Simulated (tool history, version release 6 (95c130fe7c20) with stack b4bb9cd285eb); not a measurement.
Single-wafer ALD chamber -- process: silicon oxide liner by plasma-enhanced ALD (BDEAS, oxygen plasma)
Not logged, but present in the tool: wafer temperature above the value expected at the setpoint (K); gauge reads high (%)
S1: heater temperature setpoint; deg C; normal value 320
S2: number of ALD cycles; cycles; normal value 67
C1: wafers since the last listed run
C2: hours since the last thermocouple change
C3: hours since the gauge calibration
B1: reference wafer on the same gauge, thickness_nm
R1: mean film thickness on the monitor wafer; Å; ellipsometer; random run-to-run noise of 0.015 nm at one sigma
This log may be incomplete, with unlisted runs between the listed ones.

run	day	S1	S2	C1	C2	C3	B1	R1
1	0	320	67	0	1060.7	370.2	5.466	57.99
2	0.542	320	67	48	1073.7	383.2	5.459	58.24
# day 0.812: gauge calibrated
3	4.592	320	67	359	1170.9	90.7	5.518	59.02
4	5.496	320	67	80	1192.6	112.4	5.513	59.15
5	6.488	320	67	87	1216.4	136.2	5.509	58.76
6	7.846	320	67	120	1249	168.8	5.505	58.68
7	9.338	320	67	132	1284.8	204.6	5.5	58.73
8	10.55	320	67	107	1313.9	233.7	5.499	58.57
9	11.667	320	67	98	1340.7	260.5	5.497	58.54
10	13.108	320	67	127	1375.3	295.1	5.485	58.73
# day 13.508: gauge calibrated
11	14.121	320	67	89	1399.6	14.7	5.554	59.08
12	15.517	320	67	123	1433.1	48.2	5.547	59.08
13	16.996	329	71	131	1468.6	83.7	5.538	62.09
14	18.083	325	74	96	1494.7	109.8	5.54	64.61
15	18.908	333	60	73	1514.5	129.6	5.532	51.73
16	19.462	320	67	49	1527.8	142.9	5.527	59.1
# day 20.367: thermocouple changed; heater temperature recalibrated
17	20.45	324	73	57	2	166.6	5.526	63.78
18	21.546	325	74	97	28.3	192.9	5.524	64.49
19	22.238	320	80	61	44.9	209.5	5.521	70.57
20	23.675	320	78	127	79.4	244	5.515	68.34
21	25.017	331	78	118	111.6	276.2	5.505	67.33
22	25.55	320	56	47	124.4	289	5.512	48.85
23	26.454	329	67	80	146.1	310.7	5.501	58.05

Predict each of these 4 candidate next runs independently; none follows another, all start after run 23:
A	26.475	320	67	1	146.6	311.2	?	?
B	26.475	333	59	1	146.6	311.2	?	?
C	26.475	320	72	1	146.6	311.2	?	?
D	26.475	325	61	1	146.6	311.2	?	?

run	B1	R1
A	5.502	58.8
B	5.502	50.9
C	5.502	63.18
D	5.502	53.18
Stripped of hidden state, with their random variation kept, the same runs would have yielded:
run	R1
A	59.33
B	51.36
C	63.75
D	53.66
